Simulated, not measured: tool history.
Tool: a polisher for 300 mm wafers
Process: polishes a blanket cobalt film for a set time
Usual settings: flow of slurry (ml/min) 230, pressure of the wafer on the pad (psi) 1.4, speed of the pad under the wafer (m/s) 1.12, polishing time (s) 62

run	hour	flow of slurry (ml/min)	pressure of the wafer on the pad (psi)	speed of the pad under the wafer (m/s)	polishing time (s)	incoming thickness of the incoming film, nm	film removed (nm)
1	0.0	230	1.4	1.12	62	708.9	238.9
# hour 32.9: worn pad replaced by a new one
2	69.9	230	1.4	1.12	62	704.3	269.5
# hour 90.2: slurry nozzle cleaned
3	140.6	230	1.4	1.12	50	713.2	210.7
4	192.2	230	1.4	1.12	50	713.8	207.4
5	245.7	230	1.4	1.12	50	725.8	201.3
6	288.0	230	1.4	1.12	62	716.9	246.5
7	429.3	230	1.4	1.12	62	718.1	225.0
# hour 491.6: slurry nozzle cleaned
# hour 496.4: worn pad replaced by a new one
8	496.9	230	1.4	1.12	62	704.7	258.8
9	550.4	230	1.4	1.42	62	715.5	333.8
10	587.6	230	1.4	1.42	62	712.6	322.9
11	649.4	230	1.7	0.90	62	721.0	239.4
12	715.6	230	1.7	0.90	62	700.5	232.8
# hour 739.2: head pressure recalibrated
13	784.3	230	1.7	0.90	62	713.8	262.8
14	821.5	230	1.4	1.12	62	710.9	264.7
15	869.7	230	1.4	1.12	62	721.6	256.1
# hour 925.0: slurry nozzle cleaned
16	931.9	230	1.4	1.12	62	710.0	246.3
# hour 945.4: worn pad replaced by a new one
17	958.5	230	1.4	1.26	53	705.2	253.7
18	989.5	305	1.2	1.36	73	700.2	338.3
19	1033.8	180	1.8	1.12	55	710.0	303.1
20	1096.2	230	1.4	1.12	62	720.4	259.0
21	1149.2	230	1.4	1.12	62	714.8	253.5
22	1217.8	280	1.4	1.36	73	709.1	356.8
23	1282.4	230	1.4	1.12	62	713.3	231.3
24	1307.6	230	1.4	1.12	62	710.2	233.3
# hour 1316.0: slurry nozzle cleaned
# hour 1324.3: worn pad replaced by a new one
25	1335.4	230	1.5	0.94	62	718.4	226.3
26	1375.8	230	1.4	1.12	62	703.2	258.1
27	1446.8	170	1.4	1.40	73	702.4	359.1
28	1508.3	165	1.2	1.24	62	719.1	228.2
29	1558.6	230	1.4	1.38	50	712.4	242.3
# hour 1596.9: head pressure recalibrated
# hour 1726.1: worn pad replaced by a new one
30	1737.3	230	1.4	1.36	62	701.2	346.8
# hour 1774.7: slurry nozzle cleaned
31	1795.5	230	1.4	1.42	62	706.3	352.7
32	1850.8	230	1.4	1.12	62	714.2	265.4
33	1901.5	255	1.8	1.28	41	704.8	254.6
34	1929.2	210	1.1	1.34	41	724.0	159.9

Run 35 comes next. What will it give?
35	2054.5	230	1.4	1.12	45	715.1	?

{"run 35": {"film removed (nm)": 180.1}}
Without the tool's hidden state the same run would have given film removed (nm) 212.0.
